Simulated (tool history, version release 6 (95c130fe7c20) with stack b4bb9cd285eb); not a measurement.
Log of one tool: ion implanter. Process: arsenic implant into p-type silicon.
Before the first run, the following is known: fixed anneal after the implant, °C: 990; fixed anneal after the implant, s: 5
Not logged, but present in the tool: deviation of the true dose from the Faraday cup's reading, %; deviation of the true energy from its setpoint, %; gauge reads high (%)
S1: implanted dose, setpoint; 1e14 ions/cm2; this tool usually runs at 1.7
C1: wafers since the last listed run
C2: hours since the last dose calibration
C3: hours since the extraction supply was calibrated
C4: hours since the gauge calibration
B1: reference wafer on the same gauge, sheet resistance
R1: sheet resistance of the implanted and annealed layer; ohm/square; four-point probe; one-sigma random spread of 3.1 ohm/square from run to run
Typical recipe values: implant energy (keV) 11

Run 1, hour 0: usual settings; C1 0; C2 531; C3 1893.8; C4 1088.3; B1 605.63. Result: R1 542.93 ohm/square.
At hour 43.4: Faraday cup replaced and dose calibrated.
Run 2, hour 43.9: usual settings; C1 660; C2 0.5; C3 1937.7; C4 1132.2; B1 605.16. Result: R1 568.34 ohm/square.
Run 3, hour 61.8: usual settings; C1 329; C2 18.4; C3 1955.6; C4 1150.1; B1 604.51. Result: R1 559.63 ohm/square.
Run 4, hour 108.9: usual settings but S1 2.02 1e14 ions/cm2, implant energy (keV) 12.5; C1 866; C2 65.5; C3 2002.7; C4 1197.2; B1 606.58. Result: R1 485.81 ohm/square.
Run 5, hour 178.8: usual settings; C1 1286; C2 135.4; C3 2072.6; C4 1267.1; B1 607.08. Result: R1 550.85 ohm/square.
Run 6, hour 245: usual settings; C1 1218; C2 201.6; C3 2138.8; C4 1333.3; B1 606.93. Result: R1 549.83 ohm/square.
Run 7, hour 290.2: usual settings; C1 831; C2 246.8; C3 2184; C4 1378.5; B1 606.21. Result: R1 549.48 ohm/square.
Run 8, hour 328.7: usual settings; C1 708; C2 285.3; C3 2222.5; C4 1417; B1 606.27. Result: R1 543.69 ohm/square.
Run 9, hour 371.5: usual settings; C1 787; C2 328.1; C3 2265.3; C4 1459.8; B1 606.16. Result: R1 553.15 ohm/square.
Run 10, hour 422.6: usual settings; C1 940; C2 379.2; C3 2316.4; C4 1510.9; B1 606.48. Result: R1 548.99 ohm/square.
Run 11, hour 466.2: usual settings; C1 802; C2 422.8; C3 2360; C4 1554.5; B1 607.15. Result: R1 544.99 ohm/square.
At hour 506.5: Faraday cup replaced and dose calibrated.
Run 12, hour 507: usual settings but S1 1.96 1e14 ions/cm2; C1 603; C2 0.5; C3 2400.8; C4 1595.3; B1 605.76. Result: R1 504.74 ohm/square.
Run 13, hour 545.9: usual settings but S1 1.96 1e14 ions/cm2; C1 715; C2 39.4; C3 2439.7; C4 1634.2; B1 605.92. Result: R1 495.54 ohm/square.
At hour 551.7: gauge calibrated.
Run 14, hour 582.4: usual settings but S1 1.96 1e14 ions/cm2; C1 671; C2 75.9; C3 2476.2; C4 30.7; B1 606.66. Result: R1 492.65 ohm/square.
Run 15, hour 608.5: usual settings; C1 480; C2 102; C3 2502.3; C4 56.8; B1 605.94. Result: R1 556.26 ohm/square.
Run 16, hour 661.3: usual settings; C1 971; C2 154.8; C3 2555.1; C4 109.6; B1 606.2. Result: R1 551.99 ohm/square.
Run 17, hour 729.6: usual settings but S1 2.16 1e14 ions/cm2; C1 1257; C2 223.1; C3 2623.4; C4 177.9; B1 605.99. Result: R1 455.75 ohm/square.
Run 18, hour 757: usual settings but S1 2.16 1e14 ions/cm2; C1 504; C2 250.5; C3 2650.8; C4 205.3; B1 605.83. Result: R1 454.72 ohm/square.
Run 19, hour 785.2: usual settings but S1 1.57 1e14 ions/cm2, implant energy (keV) 10; C1 519; C2 278.7; C3 2679; C4 233.5; B1 607.28. Result: R1 583.82 ohm/square.
Run 20, hour 851.9: usual settings but S1 1.91 1e14 ions/cm2, implant energy (keV) 14.5; C1 1227; C2 345.4; C3 2745.7; C4 300.2; B1 604.99. Result: R1 474.87 ohm/square.
Run 21, hour 876.9: usual settings but S1 1.42 1e14 ions/cm2, implant energy (keV) 8; C1 460; C2 370.4; C3 2770.7; C4 325.2; B1 607.03. Result: R1 643.71 ohm/square.
Run 22, hour 908.9: usual settings but S1 2.16 1e14 ions/cm2, implant energy (keV) 15; C1 588; C2 402.4; C3 2802.7; C4 357.2; B1 605.88. Result: R1 432.95 ohm/square.
Run 23, hour 944.2: usual settings; C1 649; C2 437.7; C3 2838; C4 392.5; B1 605.85. Result: R1 542.74 ohm/square.
Run 24, hour 994.5: usual settings but S1 1.5 1e14 ions/cm2; C1 925; C2 488; C3 2888.3; C4 442.8; B1 604.4. Result: R1 588.08 ohm/square.
At hour 1028.6: Faraday cup replaced and dose calibrated.
Run 25, hour 1048.3: usual settings; C1 842; C2 19.7; C3 2942.1; C4 496.6; B1 606.68. Result: R1 565.86 ohm/square.
At hour 1058.4: extraction supply calibrated.
Run 26, hour 1101.1: usual settings but S1 1.49 1e14 ions/cm2, implant energy (keV) 9.5; C1 824; C2 72.5; C3 42.7; C4 549.4; B1 606.07. Result: R1 635.39 ohm/square.
Run 27, hour 1161.2: usual settings but S1 1.94 1e14 ions/cm2, implant energy (keV) 7.5; C1 1106; C2 132.6; C3 102.8; C4 609.5; B1 605.97. Result: R1 535.39 ohm/square.
Run 28, hour 1215.5: usual settings but S1 1.9 1e14 ions/cm2, implant energy (keV) 8.5; C1 999; C2 186.9; C3 157.1; C4 663.8; B1 607.41. Result: R1 527.55 ohm/square.
Run 29, hour 1248.9: usual settings; C1 614; C2 220.3; C3 190.5; C4 697.2; B1 605.91. Result: R1 556.22 ohm/square.
Run 30, hour 1310.9: usual settings but S1 1.47 1e14 ions/cm2, implant energy (keV) 12.5; C1 1141; C2 282.3; C3 252.5; C4 759.2; B1 606.49. Result: R1 602.09 ohm/square.
Run 31, hour 1377.6: usual settings; C1 1227; C2 349; C3 319.2; C4 825.9; B1 605.79. Result: R1 553.47 ohm/square.
Run 32, hour 1422.1: usual settings but S1 1.21 1e14 ions/cm2, implant energy (keV) 12; C1 819; C2 393.5; C3 363.7; C4 870.4; B1 605.91. Result: R1 696.24 ohm/square.

Here are 5 independent what-if runs from the current tool condition. What would each one return?
Run A, hour 1422.5: usual settings but implant energy (keV) 13.5; C1 7; C2 393.9; C3 364.1; C4 870.8; B1 ?. Result: R1 ?.
Run B, hour 1422.5: usual settings but S1 2.16 1e14 ions/cm2, implant energy (keV) 9; C1 7; C2 393.9; C3 364.1; C4 870.8; B1 ?. Result: R1 ?.
Run C, hour 1422.5: usual settings but S1 2.18 1e14 ions/cm2; C1 7; C2 393.9; C3 364.1; C4 870.8; B1 ?. Result: R1 ?.
Run D, hour 1422.5: usual settings but implant energy (keV) 8; C1 7; C2 393.9; C3 364.1; C4 870.8; B1 ?. Result: R1 ?.
Run E, hour 1422.5: usual settings but S1 1.89 1e14 ions/cm2, implant energy (keV) 8; C1 7; C2 393.9; C3 364.1; C4 870.8; B1 ?. Result: R1 ?.

run      B1      R1
  A  605.45  532.42
  B  605.45  470.75
  C  605.45  455.65
  D  605.45  571.17
  E  605.45  527.73
Had the tool no hidden state, the same runs would have come out as:
run      R1
  A   546.1
  B  483.02
  C  467.49
  D  586.16
  E  541.55
